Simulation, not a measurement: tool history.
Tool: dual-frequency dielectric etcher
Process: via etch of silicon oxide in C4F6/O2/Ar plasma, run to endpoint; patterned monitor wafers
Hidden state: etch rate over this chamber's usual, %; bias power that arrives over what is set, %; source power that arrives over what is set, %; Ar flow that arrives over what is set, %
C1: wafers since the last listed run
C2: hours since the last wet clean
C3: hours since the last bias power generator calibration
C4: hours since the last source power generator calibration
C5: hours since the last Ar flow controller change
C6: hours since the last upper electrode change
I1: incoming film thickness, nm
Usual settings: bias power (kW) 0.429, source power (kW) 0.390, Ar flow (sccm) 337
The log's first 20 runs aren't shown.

{"run": 21, "day": 12.2, "bias power (kW)": 0.429, "source power (kW)": 0.42, "Ar flow (sccm)": 337, "C1": 336, "C2": 80.1, "C3": 279.2, "C4": 183.8, "C5": 200.6, "C6": 61.0, "I1": 162.0, "endpoint time (s)": 39.5}
{"run": 22, "day": 12.512, "bias power (kW)": 0.353, "source power (kW)": 0.39, "Ar flow (sccm)": 337, "C1": 142, "C2": 87.6, "C3": 286.7, "C4": 191.3, "C5": 208.1, "C6": 68.5, "I1": 164.6, "endpoint time (s)": 43.2}
{"run": 23, "day": 13.233, "bias power (kW)": 0.429, "source power (kW)": 0.45, "Ar flow (sccm)": 337, "C1": 329, "C2": 104.9, "C3": 304.0, "C4": 208.6, "C5": 225.4, "C6": 85.8, "I1": 164.6, "endpoint time (s)": 38.7}
{"run": 24, "day": 13.492, "bias power (kW)": 0.512, "source power (kW)": 0.43, "Ar flow (sccm)": 286, "C1": 118, "C2": 111.1, "C3": 310.2, "C4": 214.8, "C5": 231.6, "C6": 92.0, "I1": 162.9, "endpoint time (s)": 36.9}
{"run": 25, "day": 13.946, "bias power (kW)": 0.429, "source power (kW)": 0.39, "Ar flow (sccm)": 337, "C1": 207, "C2": 122.0, "C3": 321.1, "C4": 225.7, "C5": 242.5, "C6": 102.9, "I1": 162.6, "endpoint time (s)": 41.3}
{"run": 26, "day": 14.575, "bias power (kW)": 0.492, "source power (kW)": 0.39, "Ar flow (sccm)": 337, "C1": 287, "C2": 137.1, "C3": 336.2, "C4": 240.8, "C5": 257.6, "C6": 118.0, "I1": 162.3, "endpoint time (s)": 39.7}
{"run": 27, "day": 15.25, "bias power (kW)": 0.402, "source power (kW)": 0.36, "Ar flow (sccm)": 337, "C1": 308, "C2": 153.3, "C3": 352.4, "C4": 257.0, "C5": 273.8, "C6": 134.2, "I1": 163.1, "endpoint time (s)": 43.4}
{"run": 28, "day": 15.854, "bias power (kW)": 0.389, "source power (kW)": 0.43, "Ar flow (sccm)": 370, "C1": 276, "C2": 167.8, "C3": 366.9, "C4": 271.5, "C5": 288.3, "C6": 148.7, "I1": 162.8, "endpoint time (s)": 40.4}
{"run": 29, "day": 16.162, "bias power (kW)": 0.429, "source power (kW)": 0.39, "Ar flow (sccm)": 337, "C1": 140, "C2": 175.2, "C3": 374.3, "C4": 278.9, "C5": 295.7, "C6": 156.1, "I1": 161.7, "endpoint time (s)": 41.0}
{"run": 30, "day": 17.908, "bias power (kW)": 0.525, "source power (kW)": 0.39, "Ar flow (sccm)": 337, "C1": 797, "C2": 217.1, "C3": 416.2, "C4": 320.8, "C5": 337.6, "C6": 198.0, "I1": 163.6, "endpoint time (s)": 39.0}

Forecast each of these 3 alternatives for the next run:
{"run": "A", "day": 17.925, "bias power (kW)": 0.429, "source power (kW)": 0.39, "Ar flow (sccm)": 337, "C1": 7, "C2": 217.5, "C3": 416.6, "C4": 321.2, "C5": 338.0, "C6": 198.4, "I1": 162.1, "endpoint time (s)": "?"}
{"run": "B", "day": 17.925, "bias power (kW)": 0.528, "source power (kW)": 0.31, "Ar flow (sccm)": 337, "C1": 7, "C2": 217.5, "C3": 416.6, "C4": 321.2, "C5": 338.0, "C6": 198.4, "I1": 162.1, "endpoint time (s)": "?"}
{"run": "C", "day": 17.925, "bias power (kW)": 0.512, "source power (kW)": 0.42, "Ar flow (sccm)": 337, "C1": 7, "C2": 217.5, "C3": 416.6, "C4": 321.2, "C5": 338.0, "C6": 198.4, "I1": 162.1, "endpoint time (s)": "?"}

run=A endpoint_time_(s)=40.8
run=B endpoint_time_(s)=43.7
run=C endpoint_time_(s)=37.8
Without the tool's hidden state the same runs would have given:
run=A endpoint_time_(s)=41.3
run=B endpoint_time_(s)=44.1
run=C endpoint_time_(s)=38.3
